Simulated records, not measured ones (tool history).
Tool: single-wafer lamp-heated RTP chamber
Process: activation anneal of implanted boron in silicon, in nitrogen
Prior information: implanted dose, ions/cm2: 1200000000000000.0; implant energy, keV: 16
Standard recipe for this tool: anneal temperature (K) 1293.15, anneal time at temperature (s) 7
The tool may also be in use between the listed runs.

| run | day | anneal temperature (K) | anneal time at temperature (s) | wafers since the last listed run | wafers since the last pyrometer calibration | wafers since the reflector plate was cleaned | hours since the gauge calibration | read-back reference wafer on the same gauge, sheet resistance | sheet resistance of the implanted and annealed layer (ohm/square) |
|---|---|---|---|---|---|---|---|---|---|
| 1 | 0.000 | 1293.15 | 4 | 0 | 3176 | 3335 | 894.6 | 121.01 | 109.47 |
| 2 | 3.433 | 1304.15 | 7 | 2135 | 5311 | 5470 | 977.0 | 120.95 | 106.15 |
| 3 | 5.471 | 1304.15 | 7 | 1267 | 6578 | 6738 | 1025.9 | 120.99 | 105.78 |
| 4 | 7.204 | 1293.15 | 5 | 1078 | 7656 | 7816 | 1067.5 | 120.78 | 107.17 |
| 5 | 11.138 | 1293.15 | 5 | 2446 | 10102 | 10262 | 1161.9 | 120.87 | 107.03 |
| 6 | 12.817 | 1293.15 | 5 | 1044 | 11147 | 11306 | 1202.2 | 121.06 | 107.56 |
|  | 13.429 | pyrometer window cleaned and pyrometer calibrated |
|  | 14.312 | reflector plate cleaned |
| 7 | 15.304 | 1293.15 | 7 | 1132 | 958 | 617 | 1261.9 | 121.00 | 109.57 |
| 8 | 17.204 | 1293.15 | 9 | 1181 | 2140 | 1799 | 1307.5 | 120.90 | 108.08 |
| 9 | 20.867 | 1293.15 | 9 | 2277 | 4418 | 4077 | 1395.4 | 120.96 | 106.91 |
| 10 | 24.358 | 1293.15 | 9 | 2171 | 6589 | 6248 | 1479.2 | 120.98 | 107.04 |
| 11 | 27.496 | 1314.15 | 7 | 1951 | 8540 | 8199 | 1554.5 | 120.89 | 105.59 |
|  | 28.075 | pyrometer window cleaned and pyrometer calibrated |
| 12 | 30.688 | 1311.15 | 7 | 1777 | 1626 | 9977 | 1631.1 | 121.10 | 106.30 |
|  | 32.250 | reflector plate cleaned |
| 13 | 32.583 | 1311.15 | 7 | 971 | 2597 | 208 | 1676.6 | 121.05 | 105.77 |
| 14 | 35.221 | 1311.15 | 7 | 1640 | 4238 | 1848 | 1739.9 | 121.01 | 106.15 |
| 15 | 38.550 | 1302.15 | 7 | 2070 | 6308 | 3918 | 1819.8 | 121.07 | 106.58 |
|  | 38.696 | gauge calibrated |
| 16 | 40.212 | 1263.15 | 8 | 1033 | 7342 | 4952 | 36.4 | 121.00 | 113.95 |
| 17 | 42.738 | 1317.15 | 7 | 1570 | 8912 | 6523 | 97.0 | 120.96 | 105.20 |
|  | 43.833 | pyrometer window cleaned and pyrometer calibrated |
| 18 | 46.996 | 1293.15 | 10 | 2441 | 1966 | 8964 | 199.2 | 121.02 | 107.33 |
| 19 | 49.300 | 1278.15 | 10 | 1433 | 3399 | 10397 | 254.5 | 120.96 | 109.20 |
|  | 50.883 | reflector plate cleaned |
| 20 | 53.192 | 1323.15 | 9 | 2213 | 5612 | 1435 | 347.9 | 120.89 | 105.20 |
| 21 | 56.479 | 1293.15 | 3 | 2044 | 7656 | 3479 | 426.8 | 121.06 | 108.62 |
| 22 | 58.188 | 1293.15 | 7 | 1062 | 8719 | 4542 | 467.8 | 120.89 | 107.37 |
|  | 60.092 | pyrometer window cleaned and pyrometer calibrated |
| 23 | 62.129 | 1319.15 | 9 | 2244 | 1266 | 6786 | 562.4 | 120.94 | 105.34 |
| 24 | 66.621 | 1293.15 | 7 | 2793 | 4059 | 9579 | 670.2 | 121.09 | 107.53 |
|  | 67.758 | reflector plate cleaned |
| 25 | 69.988 | 1314.15 | 10 | 1886 | 5946 | 1387 | 751.0 | 121.07 | 105.45 |
| 26 | 73.246 | 1315.15 | 5 | 2026 | 7972 | 3414 | 829.2 | 121.02 | 106.42 |
|  | 75.092 | pyrometer window cleaned and pyrometer calibrated |
| 27 | 76.479 | 1320.15 | 4 | 1803 | 862 | 5217 | 906.8 | 121.04 | 106.83 |
| 28 | 79.133 | 1293.15 | 7 | 1650 | 2512 | 6868 | 970.5 | 120.99 | 107.23 |
| 29 | 82.408 | 1321.15 | 7 | 2036 | 4549 | 8905 | 1049.1 | 121.10 | 104.95 |

Measured result minus the same run's result without the hidden state. Both carry the same run-to-run variation, though not necessarily the same gauge scatter:
The hidden state here: true wafer temperature minus pyrometer reading, K; wafer temperature error from the tarnished reflector plate, K; gauge reads high (%).
| run | sheet resistance of the implanted and annealed layer (ohm/square) |
|---|---|
| 1 | -2.70 |
| 2 | -1.96 |
| 3 | -2.11 |
| 4 | -3.60 |
| 5 | -3.92 |
| 6 | -4.06 |
| 7 | -1.13 |
| 8 | -1.64 |
| 9 | -2.35 |
| 10 | -2.77 |
| 11 | -1.47 |
| 12 | -1.40 |
| 13 | -0.99 |
| 14 | -1.26 |
| 15 | -2.10 |
| 16 | -8.35 |
| 17 | -1.27 |
| 18 | -2.10 |
| 19 | -4.19 |
| 20 | -0.69 |
| 21 | -3.34 |
| 22 | -2.83 |
| 23 | -0.73 |
| 24 | -3.06 |
| 25 | -1.19 |
| 26 | -1.47 |
| 27 | -0.85 |
| 28 | -2.85 |
| 29 | -1.08 |
